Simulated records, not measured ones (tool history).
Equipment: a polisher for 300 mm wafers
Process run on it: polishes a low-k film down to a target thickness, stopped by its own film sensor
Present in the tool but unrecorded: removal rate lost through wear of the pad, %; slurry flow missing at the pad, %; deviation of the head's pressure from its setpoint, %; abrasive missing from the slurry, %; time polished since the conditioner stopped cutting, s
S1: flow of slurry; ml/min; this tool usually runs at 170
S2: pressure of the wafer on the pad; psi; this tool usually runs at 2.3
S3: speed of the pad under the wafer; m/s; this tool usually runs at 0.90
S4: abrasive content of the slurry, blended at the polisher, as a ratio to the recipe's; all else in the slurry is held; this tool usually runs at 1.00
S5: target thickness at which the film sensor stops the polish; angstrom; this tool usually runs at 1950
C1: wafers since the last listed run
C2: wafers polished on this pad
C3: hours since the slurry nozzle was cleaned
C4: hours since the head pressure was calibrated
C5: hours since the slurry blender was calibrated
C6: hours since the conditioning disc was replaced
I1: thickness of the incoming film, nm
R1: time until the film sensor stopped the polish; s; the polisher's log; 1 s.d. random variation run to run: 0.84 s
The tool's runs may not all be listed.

run   hour   S1   S2    S3    S4    S5   C1    C2     C3     C4     C5     C6     I1     R1
  1    0.0  170  2.3  0.90  0.90  1950    0  1472  916.8  199.3  210.4   47.7  227.8   60.3
  2   14.4  115  2.3  0.90  1.00  1950  102  1575  931.2  213.7  224.8   62.1  232.4   66.2
      43.9  -- worn pad replaced by a new one
  3   44.5  115  2.9  0.90  1.00  1950  185     4  961.3  243.8  254.9   92.2  230.4   51.7
      66.0  -- slurry blender recalibrated
      72.8  -- slurry nozzle cleaned
  4  116.4  220  2.3  0.90  1.00  1870  490   494   43.6  315.7   50.4  164.1  230.7   71.7
  5  129.1  185  2.3  1.08  1.00  1900   90   584   56.3  328.4   63.1  176.8  228.7   58.3
  6  159.9  155  2.3  0.58  1.00  1950  219   803   87.1  359.2   93.9  207.6  227.5   68.9
  7  193.4  170  2.3  0.90  0.85  1950  238  1042  120.6  392.7  127.4  241.1  227.8   61.4
     207.2  -- conditioning disc replaced and pad reconditioned
  8  234.1  155  2.3  0.90  1.00  1950  275  1317  161.3  433.4  168.1   26.9  228.4   57.9
  9  252.6  170  2.3  0.90  1.00  1950  131  1449  179.8  451.9  186.6   45.4  234.2   67.0
     278.6  -- head pressure recalibrated
 10  286.3  170  2.3  0.90  1.30  1950  225  1674  213.5    7.7  220.3   79.1  226.3   48.2
 11  304.8  170  2.1  0.90  1.00  1950  131  1806  232.0   26.2  238.8   97.6  234.3   76.4
     316.8  -- worn pad replaced by a new one
     341.3  -- slurry blender recalibrated
 12  385.5  170  2.3  1.04  1.00  1950  531   474  312.7  106.9   44.2  178.3  233.5   57.6
 13  410.2  170  2.3  0.90  1.00  1950  175   650  337.4  131.6   68.9  203.0  229.2   59.0
 14  432.2  225  2.8  0.62  1.00  1950  156   806  359.4  153.6   90.9  225.0  227.9   53.5
 15  446.1  185  2.3  0.90  1.00  1950   98   905  373.3  167.5  104.8  238.9  226.9   53.4
 16  464.5  220  2.3  0.90  1.00  1870  130  1036  391.7  185.9  123.2  257.3  233.2   77.2
 17  491.9  170  1.7  0.64  1.00  1890  194  1231  419.1  213.3  150.6  284.7  227.3  108.3
     498.2  -- conditioning disc replaced and pad reconditioned
 18  533.5  170  2.3  0.90  1.00  1950  281  1513  460.7  254.9  192.2   35.3  230.3   60.6
 19  562.8  145  2.3  0.90  0.80  1860  208  1721  490.0  284.2  221.5   64.6  231.3   90.7
     585.8  -- worn pad replaced by a new one
 20  586.3  220  2.3  0.90  1.00  1870  138     3  513.5  307.7  245.0   88.1  231.8   78.1
 21  598.1  170  2.3  0.90  1.00  1950   83    87  525.3  319.5  256.8   99.9  230.3   61.6
 22  614.8  170  2.3  1.00  0.90  1950  118   206  542.0  336.2  273.5  116.6  226.7   55.2
     628.2  -- slurry blender recalibrated
 23  629.9  170  2.3  0.90  1.00  1950   93   299  557.1  351.3    1.7  131.7  231.1   59.6
 24  649.6  170  2.9  0.90  1.15  1950  140   439  576.8  371.0   21.4  151.4  232.9   45.7

Branching from run 24: 5 alternative next runs. What would each branch give?
  A  650.1  170  2.3  0.90  1.00  1950   3  442  577.3  371.5  21.9  151.9  229.6   ?
  B  650.1  170  2.3  1.06  0.70  1950   3  442  577.3  371.5  21.9  151.9  229.6   ?
  C  650.1  210  2.5  0.70  1.00  1840   3  442  577.3  371.5  21.9  151.9  229.6   ?
  D  650.1  170  1.7  0.72  0.90  1950   3  442  577.3  371.5  21.9  151.9  229.6   ?
  E  650.1  230  2.3  0.90  1.00  1900   3  442  577.3  371.5  21.9  151.9  229.6   ?

run    R1
  A  57.7
  B  63.9
  C  78.3
  D  93.0
  E  63.9
What these runs would have given with no unlogged condition in the tool:
run    R1
  A  57.2
  B  63.3
  C  77.6
  D  92.1
  E  63.4
